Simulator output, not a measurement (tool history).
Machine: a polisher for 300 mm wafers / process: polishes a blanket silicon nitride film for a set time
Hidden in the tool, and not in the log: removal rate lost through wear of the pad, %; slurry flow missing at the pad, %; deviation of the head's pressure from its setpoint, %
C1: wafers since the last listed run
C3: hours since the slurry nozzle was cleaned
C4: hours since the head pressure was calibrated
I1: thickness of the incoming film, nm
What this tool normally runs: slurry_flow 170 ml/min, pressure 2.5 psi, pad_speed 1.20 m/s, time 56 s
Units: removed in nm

run 1 day=0.000 | slurry_flow=170 pressure=2.5 pad_speed=1.20 time=56 | C1=0 wafers_polished_on_this_pad=834 C3=810.4 C4=734.7 | I1=533.3 | removed=91.7
run 2 day=0.421 | slurry_flow=170 pressure=2.5 pad_speed=1.20 time=56 | C1=67 wafers_polished_on_this_pad=902 C3=820.5 C4=744.8 | I1=543.7 | removed=90.9
run 3 day=0.675 | slurry_flow=170 pressure=2.5 pad_speed=1.20 time=56 | C1=40 wafers_polished_on_this_pad=942 C3=826.6 C4=750.9 | I1=550.0 | removed=91.2
run 4 day=1.300 | slurry_flow=170 pressure=2.5 pad_speed=1.20 time=65 | C1=99 wafers_polished_on_this_pad=1042 C3=841.6 C4=765.9 | I1=538.8 | removed=105.5
run 5 day=1.675 | slurry_flow=170 pressure=2.5 pad_speed=1.20 time=56 | C1=59 wafers_polished_on_this_pad=1102 C3=850.6 C4=774.9 | I1=541.8 | removed=90.7
run 6 day=2.083 | slurry_flow=170 pressure=2.5 pad_speed=1.20 time=56 | C1=65 wafers_polished_on_this_pad=1168 C3=860.4 C4=784.7 | I1=533.8 | removed=90.9
run 7 day=2.425 | slurry_flow=170 pressure=2.5 pad_speed=1.20 time=56 | C1=54 wafers_polished_on_this_pad=1222 C3=868.6 C4=792.9 | I1=531.5 | removed=89.2
run 8 day=3.012 | slurry_flow=170 pressure=2.5 pad_speed=1.42 time=50 | C1=93 wafers_polished_on_this_pad=1316 C3=882.7 C4=807.0 | I1=540.0 | removed=86.0
run 9 day=3.762 | slurry_flow=170 pressure=2.5 pad_speed=1.42 time=50 | C1=119 wafers_polished_on_this_pad=1436 C3=900.7 C4=825.0 | I1=542.6 | removed=85.2
-- day=4.183 worn pad replaced by a new one, of another model than before
run 10 day=4.446 | slurry_flow=170 pressure=2.5 pad_speed=1.20 time=56 | C1=82 wafers_polished_on_this_pad=41 C3=917.1 C4=841.4 | I1=533.8 | removed=93.4
run 11 day=4.771 | slurry_flow=170 pressure=2.5 pad_speed=1.20 time=56 | C1=51 wafers_polished_on_this_pad=93 C3=924.9 C4=849.2 | I1=538.3 | removed=93.4
run 12 day=5.267 | slurry_flow=225 pressure=2.5 pad_speed=1.38 time=73 | C1=79 wafers_polished_on_this_pad=173 C3=936.8 C4=861.1 | I1=537.7 | removed=139.6
run 13 day=5.938 | slurry_flow=110 pressure=2.5 pad_speed=1.20 time=56 | C1=107 wafers_polished_on_this_pad=280 C3=952.9 C4=877.2 | I1=544.6 | removed=81.2
-- day=6.738 head pressure recalibrated
run 14 day=6.758 | slurry_flow=170 pressure=2.5 pad_speed=1.20 time=56 | C1=117 wafers_polished_on_this_pad=398 C3=972.6 C4=0.5 | I1=542.1 | removed=93.7
run 15 day=7.204 | slurry_flow=185 pressure=3.1 pad_speed=1.20 time=56 | C1=71 wafers_polished_on_this_pad=469 C3=983.3 C4=11.2 | I1=545.8 | removed=110.4
run 16 day=7.783 | slurry_flow=170 pressure=2.5 pad_speed=1.20 time=56 | C1=92 wafers_polished_on_this_pad=562 C3=997.2 C4=25.1 | I1=536.2 | removed=91.7
-- day=8.329 slurry nozzle cleaned
run 17 day=8.362 | slurry_flow=170 pressure=1.9 pad_speed=1.20 time=61 | C1=85 wafers_polished_on_this_pad=648 C3=0.8 C4=39.0 | I1=551.9 | removed=82.7
run 18 day=8.750 | slurry_flow=170 pressure=2.5 pad_speed=1.20 time=56 | C1=61 wafers_polished_on_this_pad=710 C3=10.1 C4=48.3 | I1=539.7 | removed=91.2
run 19 day=9.296 | slurry_flow=170 pressure=2.5 pad_speed=1.20 time=56 | C1=87 wafers_polished_on_this_pad=797 C3=23.2 C4=61.4 | I1=540.2 | removed=91.8
run 20 day=9.958 | slurry_flow=155 pressure=2.5 pad_speed=1.20 time=56 | C1=105 wafers_polished_on_this_pad=903 C3=39.1 C4=77.3 | I1=542.7 | removed=88.4
run 21 day=10.654 | slurry_flow=130 pressure=2.5 pad_speed=1.20 time=64 | C1=111 wafers_polished_on_this_pad=1014 C3=55.8 C4=94.0 | I1=545.4 | removed=97.0
run 22 day=11.379 | slurry_flow=200 pressure=3.3 pad_speed=1.20 time=56 | C1=115 wafers_polished_on_this_pad=1130 C3=73.2 C4=111.4 | I1=539.2 | removed=114.3

4 ways to go on from here, each from the tool as it stands after run 22. What would each give?
run A day=11.396 | slurry_flow=170 pressure=2.5 pad_speed=1.20 time=56 | C1=2 wafers_polished_on_this_pad=1133 C3=73.6 C4=111.8 | I1=538.8 | removed=?
run B day=11.396 | slurry_flow=170 pressure=1.9 pad_speed=1.20 time=56 | C1=2 wafers_polished_on_this_pad=1133 C3=73.6 C4=111.8 | I1=538.8 | removed=?
run C day=11.396 | slurry_flow=130 pressure=2.2 pad_speed=1.20 time=56 | C1=2 wafers_polished_on_this_pad=1133 C3=73.6 C4=111.8 | I1=538.8 | removed=?
run D day=11.396 | slurry_flow=170 pressure=2.5 pad_speed=1.36 time=56 | C1=2 wafers_polished_on_this_pad=1133 C3=73.6 C4=111.8 | I1=538.8 | removed=?

run=A removed=88.8
run=B removed=72.3
run=C removed=75.2
run=D removed=95.9
The same runs, with their run-to-run variation unchanged, on a tool lacking any hidden condition would have given:
run=A removed=93.0
run=B removed=75.7
run=C removed=78.8
run=D removed=100.5
